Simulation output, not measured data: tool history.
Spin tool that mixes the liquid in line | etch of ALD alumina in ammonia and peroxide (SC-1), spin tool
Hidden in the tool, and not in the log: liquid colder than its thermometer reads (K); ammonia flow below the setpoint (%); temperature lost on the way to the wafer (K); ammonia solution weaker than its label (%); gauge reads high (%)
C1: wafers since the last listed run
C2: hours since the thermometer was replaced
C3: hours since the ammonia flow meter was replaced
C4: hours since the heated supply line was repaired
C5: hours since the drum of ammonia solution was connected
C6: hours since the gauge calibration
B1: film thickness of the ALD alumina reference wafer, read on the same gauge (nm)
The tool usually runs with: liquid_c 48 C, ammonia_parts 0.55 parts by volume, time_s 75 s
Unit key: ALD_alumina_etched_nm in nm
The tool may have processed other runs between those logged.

run 1 day=0 | liquid_c=48 ammonia_parts=0.55 time_s=75 | C1=0 C2=299.4 C3=1440 C4=831.8 C5=228.1 C6=142.8 | B1=69.992 | ALD_alumina_etched_nm=4.974
run 2 day=2.133 | liquid_c=48 ammonia_parts=0.55 time_s=75 | C1=520 C2=350.6 C3=1491.2 C4=883 C5=279.3 C6=194 | B1=70.016 | ALD_alumina_etched_nm=4.86
run 3 day=3.725 | liquid_c=48 ammonia_parts=0.55 time_s=75 | C1=388 C2=388.8 C3=1529.4 C4=921.2 C5=317.5 C6=232.2 | B1=69.999 | ALD_alumina_etched_nm=5.014
-- day=4.117 new drum of ammonia solution connected
run 4 day=6.492 | liquid_c=48 ammonia_parts=0.55 time_s=75 | C1=664 C2=455.2 C3=1595.8 C4=987.6 C5=57 C6=298.6 | B1=69.993 | ALD_alumina_etched_nm=4.91
run 5 day=9.412 | liquid_c=48 ammonia_parts=0.55 time_s=75 | C1=712 C2=525.3 C3=1665.9 C4=1057.7 C5=127.1 C6=368.7 | B1=70.009 | ALD_alumina_etched_nm=4.918
run 6 day=12.754 | liquid_c=48 ammonia_parts=0.55 time_s=75 | C1=815 C2=605.5 C3=1746.1 C4=1137.9 C5=207.3 C6=448.9 | B1=70.011 | ALD_alumina_etched_nm=4.875
run 7 day=15.933 | liquid_c=48 ammonia_parts=0.45 time_s=75 | C1=775 C2=681.8 C3=1822.4 C4=1214.2 C5=283.6 C6=525.2 | B1=69.982 | ALD_alumina_etched_nm=4.782
-- day=17.1 new drum of ammonia solution connected
run 8 day=17.775 | liquid_c=48 ammonia_parts=0.55 time_s=75 | C1=439 C2=726 C3=1866.6 C4=1258.4 C5=16.2 C6=569.4 | B1=69.985 | ALD_alumina_etched_nm=4.962
run 9 day=20.2 | liquid_c=48 ammonia_parts=0.55 time_s=75 | C1=591 C2=784.2 C3=1924.8 C4=1316.6 C5=74.4 C6=627.6 | B1=69.953 | ALD_alumina_etched_nm=4.854
run 10 day=24.554 | liquid_c=48 ammonia_parts=0.55 time_s=75 | C1=1062 C2=888.7 C3=2029.3 C4=1421.1 C5=178.9 C6=732.1 | B1=70.025 | ALD_alumina_etched_nm=4.887
run 11 day=28.762 | liquid_c=52.5 ammonia_parts=0.55 time_s=75 | C1=1026 C2=989.7 C3=2130.3 C4=1522.1 C5=279.9 C6=833.1 | B1=69.983 | ALD_alumina_etched_nm=6.21
-- day=31.45 new drum of ammonia solution connected
run 12 day=31.471 | liquid_c=48 ammonia_parts=0.55 time_s=75 | C1=650 C2=1054.7 C3=2195.3 C4=1587.1 C5=0.5 C6=898.1 | B1=70.006 | ALD_alumina_etched_nm=4.885
-- day=33.946 ammonia flow meter replaced
-- day=34.146 thermometer replaced
run 13 day=34.733 | liquid_c=54 ammonia_parts=0.7 time_s=75 | C1=775 C2=14.1 C3=18.9 C4=1665.4 C5=78.8 C6=976.4 | B1=69.979 | ALD_alumina_etched_nm=7.098
run 14 day=38.696 | liquid_c=48 ammonia_parts=0.55 time_s=75 | C1=966 C2=109.2 C3=114 C4=1760.5 C5=173.9 C6=1071.5 | B1=70.022 | ALD_alumina_etched_nm=4.903
run 15 day=41.929 | liquid_c=41 ammonia_parts=0.65 time_s=95 | C1=788 C2=186.8 C3=191.6 C4=1838.1 C5=251.5 C6=1149.1 | B1=69.998 | ALD_alumina_etched_nm=4.265
run 16 day=43.812 | liquid_c=48 ammonia_parts=0.55 time_s=75 | C1=459 C2=232 C3=236.8 C4=1883.3 C5=296.7 C6=1194.3 | B1=70.009 | ALD_alumina_etched_nm=4.936
-- day=44.55 heated supply line repaired
run 17 day=45.504 | liquid_c=56.5 ammonia_parts=0.8 time_s=100 | C1=402 C2=272.6 C3=277.4 C4=22.9 C5=337.3 C6=1234.9 | B1=69.972 | ALD_alumina_etched_nm=10.764
-- day=46.225 new drum of ammonia solution connected
-- day=47.962 gauge calibrated
run 18 day=48.612 | liquid_c=51 ammonia_parts=0.55 time_s=50 | C1=748 C2=347.2 C3=352 C4=97.5 C5=57.3 C6=15.6 | B1=69.972 | ALD_alumina_etched_nm=3.925
run 19 day=51.388 | liquid_c=41 ammonia_parts=0.65 time_s=95 | C1=677 C2=413.8 C3=418.6 C4=164.1 C5=123.9 C6=82.2 | B1=70.032 | ALD_alumina_etched_nm=4.283
run 20 day=54.817 | liquid_c=48 ammonia_parts=0.55 time_s=75 | C1=836 C2=496.1 C3=500.9 C4=246.4 C5=206.2 C6=164.5 | B1=70.013 | ALD_alumina_etched_nm=4.936
run 21 day=58.458 | liquid_c=56.5 ammonia_parts=0.55 time_s=75 | C1=888 C2=583.5 C3=588.3 C4=333.8 C5=293.6 C6=251.9 | B1=69.98 | ALD_alumina_etched_nm=7.965
-- day=60.712 new drum of ammonia solution connected
run 22 day=61.212 | liquid_c=51.5 ammonia_parts=0.55 time_s=75 | C1=661 C2=649.6 C3=654.4 C4=399.9 C5=12 C6=318 | B1=69.997 | ALD_alumina_etched_nm=5.922
run 23 day=64.442 | liquid_c=48 ammonia_parts=0.55 time_s=65 | C1=787 C2=727.1 C3=731.9 C4=477.4 C5=89.5 C6=395.5 | B1=70.043 | ALD_alumina_etched_nm=4.246
run 24 day=67.908 | liquid_c=55 ammonia_parts=0.55 time_s=75 | C1=845 C2=810.3 C3=815.1 C4=560.6 C5=172.7 C6=478.7 | B1=70.003 | ALD_alumina_etched_nm=7.238
run 25 day=71.142 | liquid_c=48 ammonia_parts=0.55 time_s=75 | C1=788 C2=887.9 C3=892.7 C4=638.2 C5=250.3 C6=556.3 | B1=69.984 | ALD_alumina_etched_nm=4.885

Below are 4 alternative next runs, each starting from the tool's condition after run 25. Predict each:
run A day=71.158 | liquid_c=48 ammonia_parts=0.35 time_s=75 | C1=4 C2=888.3 C3=893.1 C4=638.6 C5=250.7 C6=556.7 | B1=? | ALD_alumina_etched_nm=?
run B day=71.158 | liquid_c=41 ammonia_parts=0.4 time_s=40 | C1=4 C2=888.3 C3=893.1 C4=638.6 C5=250.7 C6=556.7 | B1=? | ALD_alumina_etched_nm=?
run C day=71.158 | liquid_c=56.5 ammonia_parts=0.35 time_s=105 | C1=4 C2=888.3 C3=893.1 C4=638.6 C5=250.7 C6=556.7 | B1=? | ALD_alumina_etched_nm=?
run D day=71.158 | liquid_c=55.5 ammonia_parts=0.35 time_s=45 | C1=4 C2=888.3 C3=893.1 C4=638.6 C5=250.7 C6=556.7 | B1=? | ALD_alumina_etched_nm=?

run=A B1=70.006 ALD_alumina_etched_nm=4.685
run=B B1=70.006 ALD_alumina_etched_nm=1.696
run=C B1=70.006 ALD_alumina_etched_nm=10.395
run=D B1=70.006 ALD_alumina_etched_nm=4.226
What these runs would have given with no unlogged condition in the tool:
run=A ALD_alumina_etched_nm=4.685
run=B ALD_alumina_etched_nm=1.696
run=C ALD_alumina_etched_nm=10.395
run=D ALD_alumina_etched_nm=4.226

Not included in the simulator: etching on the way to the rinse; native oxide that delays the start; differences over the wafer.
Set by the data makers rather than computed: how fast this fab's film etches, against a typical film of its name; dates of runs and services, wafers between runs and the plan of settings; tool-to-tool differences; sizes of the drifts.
